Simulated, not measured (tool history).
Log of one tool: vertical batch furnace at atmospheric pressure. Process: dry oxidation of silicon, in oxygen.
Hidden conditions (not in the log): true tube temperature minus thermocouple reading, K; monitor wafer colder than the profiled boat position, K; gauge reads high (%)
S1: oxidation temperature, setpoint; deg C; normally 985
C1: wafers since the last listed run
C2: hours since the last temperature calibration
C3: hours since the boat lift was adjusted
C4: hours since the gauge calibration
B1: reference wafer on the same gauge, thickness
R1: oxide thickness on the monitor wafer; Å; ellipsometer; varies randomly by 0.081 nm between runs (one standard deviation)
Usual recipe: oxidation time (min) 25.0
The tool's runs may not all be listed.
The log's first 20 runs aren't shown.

Run 21, day 19.975: usual settings but S1 961 deg C, oxidation time (min) 32.5; C1 136; C2 69.6; C3 2990.1; C4 530.1; B1 19.60. Result: R1 227.2 Å.
Run 22, day 21.383: usual settings but S1 972 deg C; C1 366; C2 103.4; C3 3023.9; C4 563.9; B1 19.62. Result: R1 211.1 Å.
Run 23, day 22.325: usual settings but S1 962 deg C, oxidation time (min) 29.0; C1 245; C2 126.0; C3 3046.5; C4 586.5; B1 19.61. Result: R1 212.1 Å.
Run 24, day 23.700: usual settings; C1 358; C2 159.0; C3 3079.5; C4 619.5; B1 19.63. Result: R1 237.6 Å.
Run 25, day 24.892: usual settings but S1 1010 deg C; C1 310; C2 187.6; C3 3108.1; C4 648.1; B1 19.67. Result: R1 303.3 Å.
Run 26, day 26.004: usual settings but S1 1003 deg C, oxidation time (min) 15.0; C1 289; C2 214.3; C3 3134.8; C4 674.8; B1 19.61. Result: R1 217.1 Å.
At day 27.983: boat lift adjusted.
Run 27, day 29.642: usual settings but S1 974 deg C, oxidation time (min) 37.0; C1 687; C2 301.6; C3 39.8; C4 762.1; B1 19.70. Result: R1 272.6 Å.
At day 29.883: gauge calibrated.
Run 28, day 30.838: usual settings but S1 976 deg C, oxidation time (min) 32.5; C1 311; C2 330.3; C3 68.5; C4 22.9; B1 19.46. Result: R1 253.3 Å.
Run 29, day 31.462: usual settings but S1 1010 deg C, oxidation time (min) 19.0; C1 162; C2 345.3; C3 83.5; C4 37.9; B1 19.48. Result: R1 259.6 Å.
Run 30, day 32.654: usual settings but S1 970 deg C, oxidation time (min) 21.0; C1 310; C2 373.9; C3 112.1; C4 66.5; B1 19.48. Result: R1 186.1 Å.
Run 31, day 34.117: usual settings but S1 975 deg C; C1 381; C2 409.0; C3 147.2; C4 101.6; B1 19.48. Result: R1 216.9 Å.
Run 32, day 35.338: usual settings; C1 318; C2 438.3; C3 176.5; C4 130.9; B1 19.51. Result: R1 237.4 Å.
Run 33, day 36.321: usual settings but S1 972 deg C; C1 256; C2 461.9; C3 200.1; C4 154.5; B1 19.51. Result: R1 210.0 Å.
Run 34, day 37.100: usual settings; C1 203; C2 480.6; C3 218.8; C4 173.2; B1 19.52. Result: R1 235.1 Å.
Run 35, day 40.017: usual settings but S1 963 deg C, oxidation time (min) 35.0; C1 759; C2 550.6; C3 288.8; C4 243.2; B1 19.52. Result: R1 240.6 Å.
Run 36, day 41.150: usual settings but oxidation time (min) 29.5; C1 295; C2 577.8; C3 316.0; C4 270.4; B1 19.51. Result: R1 258.2 Å.
Run 37, day 41.788: usual settings; C1 166; C2 593.1; C3 331.3; C4 285.7; B1 19.51. Result: R1 235.1 Å.
Run 38, day 42.529: usual settings but S1 994 deg C; C1 193; C2 610.9; C3 349.1; C4 303.5; B1 19.51. Result: R1 259.3 Å.

Forecast each of these 5 alternatives for the next run:
Run A, day 42.717: usual settings but oxidation time (min) 31.5; C1 48; C2 615.4; C3 353.6; C4 308.0; B1 ?. Result: R1 ?.
Run B, day 42.717: usual settings but S1 992 deg C; C1 48; C2 615.4; C3 353.6; C4 308.0; B1 ?. Result: R1 ?.
Run C, day 42.717: usual settings but S1 973 deg C, oxidation time (min) 36.0; C1 48; C2 615.4; C3 353.6; C4 308.0; B1 ?. Result: R1 ?.
Run D, day 42.717: usual settings but S1 973 deg C; C1 48; C2 615.4; C3 353.6; C4 308.0; B1 ?. Result: R1 ?.
Run E, day 42.717: usual settings but S1 976 deg C, oxidation time (min) 15.0; C1 48; C2 615.4; C3 353.6; C4 308.0; B1 ?. Result: R1 ?.

run     B1     R1
  A  19.50  269.5
  B  19.50  253.5
  C  19.50  263.8
  D  19.50  212.3
  E  19.50  160.6
Take away the tool's hidden state, keep each run's random variation, and the runs would have read:
run     R1
  A  269.2
  B  253.2
  C  263.5
  D  212.0
  E  160.4
